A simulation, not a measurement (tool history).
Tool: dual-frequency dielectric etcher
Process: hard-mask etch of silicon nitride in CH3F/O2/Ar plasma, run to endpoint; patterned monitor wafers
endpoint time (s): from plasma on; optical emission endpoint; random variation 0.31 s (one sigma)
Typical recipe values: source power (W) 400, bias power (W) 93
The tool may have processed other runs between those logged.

run    hour  source power (W)  bias power (W)  wafers since the last listed run  hours since the last wet clean  hours since the last source power generator calibration  hours since the last bias power generator calibration  hours since the last upper electrode change  incoming incoming film thickness, nm  endpoint time (s)
  1     0.0               470              93                                 0                           212.4                                                   2906.0                                                 4010.1                                       2551.1                                 49.59               60.3
  2    41.8               470              93                               537                           254.2                                                   2947.8                                                 4051.9                                       2592.9                                 50.05               60.6
  3   106.6               460              93                               833                           319.0                                                   3012.6                                                 4116.7                                       2657.7                                 50.16               61.3
  4   185.2               400              93                              1010                           397.6                                                   3091.2                                                 4195.3                                       2736.3                                 49.52               64.0
      225.3  -- wet clean of the chamber
  5   235.4               400              93                               336                            10.1                                                   3141.4                                                 4245.5                                       2786.5                                 49.91               65.1
  6   310.9               450             110                               971                            85.6                                                   3216.9                                                 4321.0                                       2862.0                                 49.68               58.5
  7   388.3               450             110                               995                           163.0                                                   3294.3                                                 4398.4                                       2939.4                                 49.50               57.8
  8   474.6               450             110                              1109                           249.3                                                   3380.6                                                 4484.7                                       3025.7                                 49.69               57.4
      637.1  -- wet clean of the chamber
  9   637.6               350              93                              1787                             0.5                                                   3543.6                                                 4647.7                                       3188.7                                 49.59               67.9
      668.5  -- source power generator calibrated
 10   672.1               350              93                               392                            35.0                                                      3.6                                                 4682.2                                       3223.2                                 49.73               67.9
      722.3  -- bias power generator calibrated
 11   776.3               350              93                              1288                           139.2                                                    107.8                                                   54.0                                       3327.4                                 49.82               68.2
 12   815.6               470              93                               505                           178.5                                                    147.1                                                   93.3                                       3366.7                                 50.11               60.9
      841.8  -- upper electrode replaced
 13   910.4               400              93                               910                           273.3                                                    241.9                                                  188.1                                         68.6                                 50.26               64.8
 14   955.4               320              93                               578                           318.3                                                    286.9                                                  233.1                                        113.6                                 49.72               70.2
      998.6  -- wet clean of the chamber
 15  1204.5               400              93                              2895                           205.9                                                    536.0                                                  482.2                                        362.7                                 50.18               64.8
 16  1285.1               500              87                              1036                           286.5                                                    616.6                                                  562.8                                        443.3                                 50.04               60.3
 17  1360.1               400              93                               964                           361.5                                                    691.6                                                  637.8                                        518.3                                 49.96               64.3
     1406.8  -- wet clean of the chamber
 18  1414.8               310              71                               394                             8.0                                                    746.3                                                  692.5                                        573.0                                 49.91               78.9
 19  1464.5               490              72                               639                            57.7                                                    796.0                                                  742.2                                        622.7                                 49.89               66.0
 20  1562.0               340             102                              1253                           155.2                                                    893.5                                                  839.7                                        720.2                                 50.12               67.4
 21  1604.3               330             107                               544                           197.5                                                    935.8                                                  882.0                                        762.5                                 50.07               67.0
 22  1658.4               310              86                               695                           251.6                                                    989.9                                                  936.1                                        816.6                                 50.01               73.1
 23  1710.9               480              86                               675                           304.1                                                   1042.4                                                  988.6                                        869.1                                 49.82               61.6

Predict each of these 4 candidate next runs independently; none follows another, all start after run 23:
  A  1711.3               400             110                                 5                           304.5                                                   1042.8                                                  989.0                                        869.5                                 50.39                  ?
  B  1711.3               400             100                                 5                           304.5                                                   1042.8                                                  989.0                                        869.5                                 50.39                  ?
  C  1711.3               310             110                                 5                           304.5                                                   1042.8                                                  989.0                                        869.5                                 50.39                  ?
  D  1711.3               330              87                                 5                           304.5                                                   1042.8                                                  989.0                                        869.5                                 50.39                  ?

run  endpoint time (s)
  A               61.1
  B               63.3
  C               67.3
  D               71.5
The same runs, with their run-to-run variation unchanged, on a tool lacking any hidden condition would have given:
run  endpoint time (s)
  A               62.0
  B               64.1
  C               68.2
  D               72.4

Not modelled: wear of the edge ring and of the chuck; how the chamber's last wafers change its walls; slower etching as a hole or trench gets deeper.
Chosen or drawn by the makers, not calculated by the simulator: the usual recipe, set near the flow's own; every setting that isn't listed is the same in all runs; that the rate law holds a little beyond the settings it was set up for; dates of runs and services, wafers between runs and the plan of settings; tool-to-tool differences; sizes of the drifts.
